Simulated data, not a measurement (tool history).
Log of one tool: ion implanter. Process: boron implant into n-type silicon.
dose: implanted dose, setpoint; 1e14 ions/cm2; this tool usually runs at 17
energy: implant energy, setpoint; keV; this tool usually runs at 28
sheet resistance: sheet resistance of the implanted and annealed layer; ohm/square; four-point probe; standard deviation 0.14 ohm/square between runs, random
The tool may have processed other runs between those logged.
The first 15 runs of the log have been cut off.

run,hour,dose,energy,wafers since the last listed run,hours since the last dose calibration,hours since the extraction supply was calibrated,hours since the gauge calibration,"read-back reference wafer on the same gauge, sheet resistance",sheet resistance
16,500.2,17,28,763,2056.9,6240.5,500.6,74.93,87.84
17,528.1,14.74,31,816,2084.8,6268.4,528.5,74.92,95.82
# hour 543.4: extraction supply calibrated
18,544.3,19.44,21,239,2101,0.9,544.7,74.88,87.18
19,571.4,15.2,19.5,792,2128.1,28,571.8,74.89,101.12
20,587.5,14.84,33.5,471,2144.2,44.1,587.9,74.96,94.19
21,603.6,18.88,24.5,471,2160.3,60.2,604,74.93,85.02
# hour 643: Faraday cup replaced and dose calibrated
22,643.5,21.18,19.5,933,0.5,100.1,643.9,74.91,87.7
# hour 663.1: gauge calibrated
23,669,17,36,746,26,125.6,5.9,74.89,87.48
24,681.7,12.96,30.5,371,38.7,138.3,18.6,74.97,108.08
25,696.4,20.45,21.5,430,53.4,153,33.3,74.93,86.1
26,759.5,20.3,32,1846,116.5,216.1,96.4,74.96,79.11
27,773.6,17,28,412,130.6,230.2,110.5,74.91,90.35
28,809.5,17,28,1050,166.5,266.1,146.4,74.86,90.11
29,836.8,21.34,33.5,798,193.8,293.4,173.7,74.94,76.13
30,860.3,20.15,34.5,687,217.3,316.9,197.2,74.87,78.09

Consider 3 possible next runs. They are alternatives, not a sequence: every one starts from the tool as it was left by run 30. What does each give?
A,860.7,17,24.5,11,217.7,317.3,197.6,?,?
B,860.7,12.5,34,11,217.7,317.3,197.6,?,?
C,860.7,20.79,35,11,217.7,317.3,197.6,?,?

run,"read-back reference wafer on the same gauge, sheet resistance",sheet resistance
A,74.86,92.09
B,74.86,109.84
C,74.86,76.51
With the hidden condition removed and each run's random variation left untouched, the same runs would have given:
run,sheet resistance
A,92.58
B,110.58
C,76.94
